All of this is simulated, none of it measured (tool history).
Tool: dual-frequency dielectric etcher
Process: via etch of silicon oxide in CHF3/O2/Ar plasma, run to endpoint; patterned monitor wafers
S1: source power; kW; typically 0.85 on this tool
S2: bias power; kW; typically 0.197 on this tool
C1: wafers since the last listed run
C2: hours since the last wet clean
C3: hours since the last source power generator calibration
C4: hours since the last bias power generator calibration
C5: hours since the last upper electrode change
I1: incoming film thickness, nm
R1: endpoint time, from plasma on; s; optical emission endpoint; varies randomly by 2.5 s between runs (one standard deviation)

Run 1, day 0: usual settings but S1 0.93 kW; C1 0; C2 250.4; C3 3821.3; C4 2400.4; C5 1799.9; I1 782.6. Result: R1 372.9 s.
Run 2, day 0.683: usual settings but S1 0.93 kW; C1 68; C2 266.8; C3 3837.7; C4 2416.8; C5 1816.3; I1 780.4. Result: R1 370.7 s.
Run 3, day 1.362: usual settings but S2 0.159 kW; C1 67; C2 283.1; C3 3854; C4 2433.1; C5 1832.6; I1 779.1. Result: R1 401.5 s.
Run 4, day 2.471: usual settings but S2 0.159 kW; C1 110; C2 309.7; C3 3880.6; C4 2459.7; C5 1859.2; I1 775. Result: R1 402.8 s.
Run 5, day 3.612: usual settings; C1 114; C2 337.1; C3 3908; C4 2487.1; C5 1886.6; I1 777.4. Result: R1 382.5 s.
At day 5.054: upper electrode replaced.
Run 6, day 5.075: usual settings; C1 46; C2 372.2; C3 3943.1; C4 2522.2; C5 0.5; I1 777.3. Result: R1 384.9 s.
Run 7, day 5.796: usual settings; C1 72; C2 389.5; C3 3960.4; C4 2539.5; C5 17.8; I1 775.1. Result: R1 386.8 s.
At day 6.088: source power generator calibrated.
Run 8, day 6.712: usual settings; C1 74; C2 411.5; C3 15; C4 2561.5; C5 39.8; I1 775.2. Result: R1 385.9 s.
At day 7.95: bias power generator calibrated.
Run 9, day 8.171: usual settings but S2 0.181 kW; C1 129; C2 446.5; C3 50; C4 5.3; C5 74.8; I1 775. Result: R1 397.3 s.
Run 10, day 8.808: usual settings; C1 63; C2 461.8; C3 65.3; C4 20.6; C5 90.1; I1 776.7. Result: R1 387.4 s.
Run 11, day 9.412: usual settings but S1 0.72 kW, S2 0.219 kW; C1 60; C2 476.3; C3 79.8; C4 35.1; C5 104.6; I1 776.7. Result: R1 410.3 s.
Run 12, day 10.342: usual settings but S1 0.73 kW, S2 0.156 kW; C1 92; C2 498.6; C3 102.1; C4 57.4; C5 126.9; I1 776.2. Result: R1 439.8 s.
At day 11.379: wet clean of the chamber.
Run 13, day 11.4: usual settings; C1 5; C2 0.5; C3 127.5; C4 82.8; C5 152.3; I1 779.4. Result: R1 379.8 s.
Run 14, day 11.817: usual settings but S1 0.74 kW, S2 0.172 kW; C1 41; C2 10.5; C3 137.5; C4 92.8; C5 162.3; I1 773.7. Result: R1 415.8 s.
Run 15, day 12.842: usual settings but S1 0.67 kW, S2 0.158 kW; C1 102; C2 35.1; C3 162.1; C4 117.4; C5 186.9; I1 782.8. Result: R1 446.3 s.
Run 16, day 15.912: usual settings but S1 0.77 kW, S2 0.176 kW; C1 306; C2 108.8; C3 235.8; C4 191.1; C5 260.6; I1 778.2. Result: R1 415.1 s.

State the hidden condition of the tool at each of the runs:
source power that arrives over what is set, %: 0 at every run
bias power that arrives over what is set, %: 0 at every run
H1: etch rate over this chamber's usual, %
run      H1
  1   -1.69
  2   -1.81
  3   -1.93
  4   -2.13
  5   -2.33
  6   -2.59
  7   -2.72
  8   -2.89
  9   -3.15
 10   -3.26
 11   -3.37
 12   -3.54
 13  -0.724
 14  -0.798
 15  -0.982
 16   -1.53
